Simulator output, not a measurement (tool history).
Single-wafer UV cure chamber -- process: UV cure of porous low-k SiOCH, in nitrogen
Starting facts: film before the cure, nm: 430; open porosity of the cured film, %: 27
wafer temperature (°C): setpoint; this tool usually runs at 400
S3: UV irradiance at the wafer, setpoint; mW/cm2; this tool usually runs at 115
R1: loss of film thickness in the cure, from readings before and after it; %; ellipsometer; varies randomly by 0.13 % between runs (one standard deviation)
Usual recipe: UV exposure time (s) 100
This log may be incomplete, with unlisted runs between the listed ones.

run 1 hour=0.0 | wafer_temperature_(°C)=400 UV_exposure_time_(s)=100 S3=115 | R1=8.874
run 2 hour=16.7 | wafer_temperature_(°C)=394 UV_exposure_time_(s)=100 S3=115 | R1=8.746
run 3 hour=26.1 | wafer_temperature_(°C)=400 UV_exposure_time_(s)=145 S3=115 | R1=10.690
run 4 hour=65.7 | wafer_temperature_(°C)=400 UV_exposure_time_(s)=145 S3=115 | R1=10.747
run 5 hour=77.5 | wafer_temperature_(°C)=400 UV_exposure_time_(s)=145 S3=115 | R1=10.694
run 6 hour=92.6 | wafer_temperature_(°C)=400 UV_exposure_time_(s)=100 S3=115 | R1=8.909
run 7 hour=105.5 | wafer_temperature_(°C)=400 UV_exposure_time_(s)=100 S3=115 | R1=8.838
run 8 hour=126.3 | wafer_temperature_(°C)=400 UV_exposure_time_(s)=100 S3=115 | R1=8.723
run 9 hour=127.8 | wafer_temperature_(°C)=400 UV_exposure_time_(s)=100 S3=115 | R1=9.115
run 10 hour=144.2 | wafer_temperature_(°C)=400 UV_exposure_time_(s)=110 S3=115 | R1=9.279
run 11 hour=162.0 | wafer_temperature_(°C)=413 UV_exposure_time_(s)=100 S3=115 | R1=9.187
run 12 hour=172.3 | wafer_temperature_(°C)=410 UV_exposure_time_(s)=100 S3=144 | R1=10.108
run 13 hour=186.6 | wafer_temperature_(°C)=389 UV_exposure_time_(s)=160 S3=115 | R1=10.913
run 14 hour=215.5 | wafer_temperature_(°C)=389 UV_exposure_time_(s)=100 S3=115 | R1=8.778
run 15 hour=230.3 | wafer_temperature_(°C)=413 UV_exposure_time_(s)=40 S3=78 | R1=4.020
run 16 hour=239.1 | wafer_temperature_(°C)=400 UV_exposure_time_(s)=145 S3=115 | R1=10.584
run 17 hour=258.1 | wafer_temperature_(°C)=400 UV_exposure_time_(s)=100 S3=115 | R1=9.045
run 18 hour=264.7 | wafer_temperature_(°C)=400 UV_exposure_time_(s)=100 S3=115 | R1=8.979
run 19 hour=290.6 | wafer_temperature_(°C)=411 UV_exposure_time_(s)=100 S3=143 | R1=9.941
run 20 hour=307.1 | wafer_temperature_(°C)=400 UV_exposure_time_(s)=100 S3=115 | R1=8.854
run 21 hour=317.6 | wafer_temperature_(°C)=415 UV_exposure_time_(s)=55 S3=95 | R1=5.930

The log once held 2 entries between its listed runs, left out of this copy. Where does each go, and what is different about the tool's unlogged condition between the listed run before it and the listed run after it?
In the gap between runs 7 and 8: UV bulbs replaced (hour 125.8)
  nothing in the hidden state changes from one run to the other
In the gap between runs 13 and 14: quartz window cleaned (hour 196.5)
  nothing in the hidden state changes from one run to the other
